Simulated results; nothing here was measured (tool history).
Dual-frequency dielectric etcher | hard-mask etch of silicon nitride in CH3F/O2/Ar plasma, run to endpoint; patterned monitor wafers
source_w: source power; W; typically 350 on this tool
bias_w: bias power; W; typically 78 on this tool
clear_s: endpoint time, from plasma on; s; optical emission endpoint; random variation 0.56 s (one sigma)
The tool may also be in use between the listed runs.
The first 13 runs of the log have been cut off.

run    hour  source_w  bias_w  incoming incoming film thickness, nm  clear_s
      611.1  -- upper electrode replaced
 14   636.1       350      78                                  55.7     78.1
 15   706.4       350      66                                  55.2       83
 16   773.9       350      68                                  55.6     82.5
 17   820.9       350      78                                  55.4     76.9
      856.9  -- wet clean of the chamber
 18   885.7       350      78                                  54.8     78.2
 19     931       270      69                                  55.2     91.6
 20   960.2       310      84                                  55.6       80
      971.9  -- bias power generator calibrated
 21  1019.3       430      87                                  55.8       70
 22  1043.7       350      78                                  55.6     77.6
 23  1071.5       320      91                                  55.3     75.1
 24  1095.5       300      69                                  55.8     86.9
     1280.9  -- wet clean of the chamber
 25  1281.4       320      70                                  54.7     84.4
 26  1292.6       350      62                                  54.9       86
 27  1323.8       350      78                                  54.7     78.3
 28  1383.3       400      92                                  55.4     69.1
 29  1415.3       310      71                                  55.7     86.4
 30  1452.8       350      78                                  55.4     78.2
 31  1484.1       400      64                                  55.4     81.3
 32  1510.8       310      65                                  55.2     89.2
 33  1544.3       420      92                                  55.5     67.2
 34  1613.8       410      94                                  55.6       68
 35    1639       390      71                                  55.2     77.4
 36    1696       350      78                                  55.6     77.4

Branching from run 36: 3 alternative next runs. What would each branch give?
  A  1696.4       350      78                                  55.2        ?
  B  1696.4       280      78                                  55.2        ?
  C  1696.4       300      86                                  55.2        ?

run  clear_s
  A     77.2
  B     84.1
  C     78.4
Without the tool's unlogged condition, the same runs would have read:
run  clear_s
  A       79
  B       86
  C     80.2

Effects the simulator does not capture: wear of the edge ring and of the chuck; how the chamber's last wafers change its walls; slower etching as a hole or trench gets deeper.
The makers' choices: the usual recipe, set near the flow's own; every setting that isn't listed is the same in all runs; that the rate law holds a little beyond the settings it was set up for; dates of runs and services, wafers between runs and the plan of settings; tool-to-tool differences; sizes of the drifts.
